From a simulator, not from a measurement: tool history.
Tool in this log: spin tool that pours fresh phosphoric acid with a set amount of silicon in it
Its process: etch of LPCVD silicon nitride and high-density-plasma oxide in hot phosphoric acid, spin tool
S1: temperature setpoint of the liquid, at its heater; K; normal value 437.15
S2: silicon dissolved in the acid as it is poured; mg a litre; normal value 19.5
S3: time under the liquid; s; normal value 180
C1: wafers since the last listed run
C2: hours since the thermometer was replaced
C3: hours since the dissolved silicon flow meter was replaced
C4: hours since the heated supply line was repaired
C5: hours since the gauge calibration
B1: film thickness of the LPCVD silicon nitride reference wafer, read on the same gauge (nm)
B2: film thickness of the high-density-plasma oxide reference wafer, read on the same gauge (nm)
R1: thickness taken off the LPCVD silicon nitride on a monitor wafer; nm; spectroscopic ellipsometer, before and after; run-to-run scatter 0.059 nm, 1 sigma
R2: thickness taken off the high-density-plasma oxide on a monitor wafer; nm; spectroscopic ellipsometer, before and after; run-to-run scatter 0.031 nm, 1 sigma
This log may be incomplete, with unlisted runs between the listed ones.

Run 1, hour 0: usual settings; C1 0; C2 1606.4; C3 618.1; C4 816.7; C5 129.5; B1 109.99; B2 129.98. Result: R1 16.43 nm, R2 0.457 nm.
Run 2, hour 6.7: usual settings; C1 47; C2 1613.1; C3 624.8; C4 823.4; C5 136.2; B1 110; B2 129.995. Result: R1 16.48 nm, R2 0.411 nm.
Run 3, hour 23.3: usual settings; C1 116; C2 1629.7; C3 641.4; C4 840; C5 152.8; B1 110.02; B2 130.004. Result: R1 16.61 nm, R2 0.433 nm.
Run 4, hour 36: usual settings; C1 89; C2 1642.4; C3 654.1; C4 852.7; C5 165.5; B1 109.98; B2 130.029. Result: R1 16.51 nm, R2 0.435 nm.
Run 5, hour 43.1: usual settings; C1 49; C2 1649.5; C3 661.2; C4 859.8; C5 172.6; B1 110; B2 129.993. Result: R1 16.44 nm, R2 0.45 nm.
Run 6, hour 59.8: usual settings but S1 436.15 K; C1 117; C2 1666.2; C3 677.9; C4 876.5; C5 189.3; B1 109.99; B2 130.001. Result: R1 15.9 nm, R2 0.398 nm.
At hour 63.6: thermometer replaced.
Run 7, hour 70: usual settings but S1 436.15 K; C1 64; C2 6.4; C3 688.1; C4 886.7; C5 199.5; B1 109.97; B2 130.024. Result: R1 14.55 nm, R2 0.308 nm.
At hour 71.6: gauge calibrated.
At hour 89.2: heated supply line repaired.
Run 8, hour 98: usual settings; C1 189; C2 34.4; C3 716.1; C4 8.8; C5 26.4; B1 110.04; B2 130.011. Result: R1 16.36 nm, R2 0.385 nm.
Run 9, hour 104: usual settings but S3 260 s; C1 42; C2 40.4; C3 722.1; C4 14.8; C5 32.4; B1 110.02; B2 130.019. Result: R1 23.56 nm, R2 0.612 nm.
Run 10, hour 117.5: usual settings but S1 438.15 K, S2 5.5 mg a litre; C1 94; C2 53.9; C3 735.6; C4 28.3; C5 45.9; B1 110; B2 130.024. Result: R1 16.79 nm, R2 0.695 nm.
Run 11, hour 170.8: usual settings but S1 440.15 K, S2 6 mg a litre, S3 280 s; C1 374; C2 107.2; C3 788.9; C4 81.6; C5 99.2; B1 110; B2 129.992. Result: R1 27.89 nm, R2 1.122 nm.
Run 12, hour 186.7: usual settings but S3 130 s; C1 111; C2 123.1; C3 804.8; C4 97.5; C5 115.1; B1 110; B2 130.001. Result: R1 11.78 nm, R2 0.308 nm.
Run 13, hour 202.3: usual settings but S1 435.65 K, S2 25.5 mg a litre, S3 230 s; C1 109; C2 138.7; C3 820.4; C4 113.1; C5 130.7; B1 109.99; B2 130.014. Result: R1 19.69 nm, R2 0.337 nm.
Run 14, hour 210.8: usual settings but S1 434.65 K, S2 9.5 mg a litre, S3 215 s; C1 59; C2 147.2; C3 828.9; C4 121.6; C5 139.2; B1 110; B2 130.024. Result: R1 17.86 nm, R2 0.558 nm.
At hour 212.3: dissolved silicon flow meter replaced.
Run 15, hour 218.5: usual settings but S2 10 mg a litre; C1 47; C2 154.9; C3 6.2; C4 129.3; C5 146.9; B1 110.01; B2 130.014. Result: R1 16.09 nm, R2 0.555 nm.
Run 16, hour 232.3: usual settings but S1 435.65 K, S2 13 mg a litre; C1 97; C2 168.7; C3 20; C4 143.1; C5 160.7; B1 109.95; B2 129.978. Result: R1 15.37 nm, R2 0.388 nm.
Run 17, hour 249.7: usual settings but S2 12 mg a litre; C1 122; C2 186.1; C3 37.4; C4 160.5; C5 178.1; B1 110.02; B2 130.015. Result: R1 16.15 nm, R2 0.505 nm.
Run 18, hour 258: usual settings but S1 438.65 K, S2 8 mg a litre, S3 105 s; C1 58; C2 194.4; C3 45.7; C4 168.8; C5 186.4; B1 109.98; B2 129.994. Result: R1 9.92 nm, R2 0.373 nm.
Run 19, hour 275.1: usual settings; C1 120; C2 211.5; C3 62.8; C4 185.9; C5 203.5; B1 110.02; B2 129.987. Result: R1 16.23 nm, R2 0.411 nm.
Run 20, hour 282.4: usual settings; C1 51; C2 218.8; C3 70.1; C4 193.2; C5 210.8; B1 110; B2 130.021. Result: R1 16.19 nm, R2 0.424 nm.
Run 21, hour 296.9: usual settings but S2 25.5 mg a litre, S3 115 s; C1 101; C2 233.3; C3 84.6; C4 207.7; C5 225.3; B1 110.03; B2 130.024. Result: R1 10.37 nm, R2 0.187 nm.

Predict each of these 4 candidate next runs independently; none follows another, all start after run 21:
Run A, hour 297.4: usual settings; C1 3; C2 233.8; C3 85.1; C4 208.2; C5 225.8; B1 ?; B2 ?. Result: R1 ?, R2 ?.
Run B, hour 297.4: usual settings but S2 9 mg a litre; C1 3; C2 233.8; C3 85.1; C4 208.2; C5 225.8; B1 ?; B2 ?. Result: R1 ?, R2 ?.
Run C, hour 297.4: usual settings but S1 439.15 K, S2 10 mg a litre; C1 3; C2 233.8; C3 85.1; C4 208.2; C5 225.8; B1 ?; B2 ?. Result: R1 ?, R2 ?.
Run D, hour 297.4: usual settings but S3 255 s; C1 3; C2 233.8; C3 85.1; C4 208.2; C5 225.8; B1 ?; B2 ?. Result: R1 ?, R2 ?.

run      B1       B2     R1     R2
  A  110.01  130.019  16.27  0.398
  B  110.01  130.019  16.27  0.515
  C  110.01  130.019  17.38  0.583
  D  110.01  130.019  23.06  0.563
Without the tool's hidden state the same runs would have given:
run     R1     R2
  A  16.57  0.414
  B  16.57  0.536
  C  17.69  0.606
  D  23.47  0.586

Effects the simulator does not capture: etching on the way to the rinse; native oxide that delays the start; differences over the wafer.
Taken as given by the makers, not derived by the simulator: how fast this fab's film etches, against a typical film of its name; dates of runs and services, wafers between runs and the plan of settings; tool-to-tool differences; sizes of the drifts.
